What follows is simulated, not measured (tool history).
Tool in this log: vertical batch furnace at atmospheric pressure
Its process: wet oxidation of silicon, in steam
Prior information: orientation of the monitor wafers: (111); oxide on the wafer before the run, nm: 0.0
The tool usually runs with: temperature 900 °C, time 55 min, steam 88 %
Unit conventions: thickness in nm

run   hour  temperature  time  steam  wafers since the last listed run  hours since the last temperature calibration  hours since the steam generator was serviced  hours since the gauge calibration  read-back reference wafer on the same gauge, thickness  thickness
  1      0          890    55     88                                 0                                        1888.7                                        3689.6                              629.5                                                  164.06     160.71
  2   38.1          890    55     88                               404                                        1926.8                                        3727.7                              667.6                                                  163.98     159.12
  3    100          900    55     88                               657                                        1988.7                                        3789.6                              729.5                                                  163.91     181.38
  4  161.4          900    55     88                               651                                        2050.1                                          3851                              790.9                                                  163.98     180.05
  5  197.1          900    55     88                               378                                        2085.8                                        3886.7                              826.6                                                  163.95     181.33
  6  225.2          900    55     88                               298                                        2113.9                                        3914.8                              854.7                                                  163.89     178.78
  7  266.6          900    55     88                               439                                        2155.3                                        3956.2                              896.1                                                  163.93     179.35
  8  310.6          900    55     88                               467                                        2199.3                                        4000.2                              940.1                                                  164.27     179.41
     312.1  -- gauge calibrated
  9  353.6          900    55     88                               456                                        2242.3                                        4043.2                               41.5                                                  163.97     179.65
     403.4  -- thermocouples replaced and temperature profile calibrated
     410.3  -- steam generator serviced
 10  425.6          900    55     88                               435                                          22.2                                          15.3                              113.5                                                  164.32     190.58
 11  480.7          900  81.5     88                               584                                          77.3                                          70.4                              168.6                                                  163.98     263.14
 12  514.8          900    55     88                               362                                         111.4                                         104.5                              202.7                                                  163.91     191.31
 13  539.5          900  74.5     97                               262                                         136.1                                         129.2                              227.4                                                  164.01     263.54
 14  575.3          911  64.5     92                               380                                         171.9                                           165                              263.2                                                  164.18     253.82
 15  610.1          900    55     88                               369                                         206.7                                         199.8                                298                                                  163.95     190.47
 16  639.1          911  30.5     80                               307                                         235.7                                         228.8                                327                                                  163.97     123.06
 17  682.2          900    78     88                               457                                         278.8                                         271.9                              370.1                                                  163.87     255.18
 18  723.6          881  76.5     95                               439                                         320.2                                         313.3                              411.5                                                  163.95      210.9
 19  793.7          875    55     88                               744                                         390.3                                         383.4                              481.6                                                  164.11     135.97
 20  823.5          900    55     88                               316                                         420.1                                         413.2                              511.4                                                  163.96     190.04
 21  858.5          879    55     88                               371                                         455.1                                         448.2                              546.4                                                  163.95     144.54

Alternative continuations, all from the tool just after run 21; predict every row:
  A  863.5          900    55     77                                53                                         460.1                                         453.2                              551.4                                                       ?          ?
  B  863.5          917    81     81                                53                                         460.1                                         453.2                              551.4                                                       ?          ?
  C  863.5          900  43.5     83                                53                                         460.1                                         453.2                              551.4                                                       ?          ?
  D  863.5          900    80     97                                53                                         460.1                                         453.2                              551.4                                                       ?          ?

run  read-back reference wafer on the same gauge, thickness  thickness
  A                                                  164.02     170.32
  B                                                  164.02      288.9
  C                                                  164.02     148.89
  D                                                  164.02      277.6
Had the tool no hidden state, the same runs would have come out as:
run  thickness
  A     174.51
  B     295.29
  C     152.62
  D     283.95
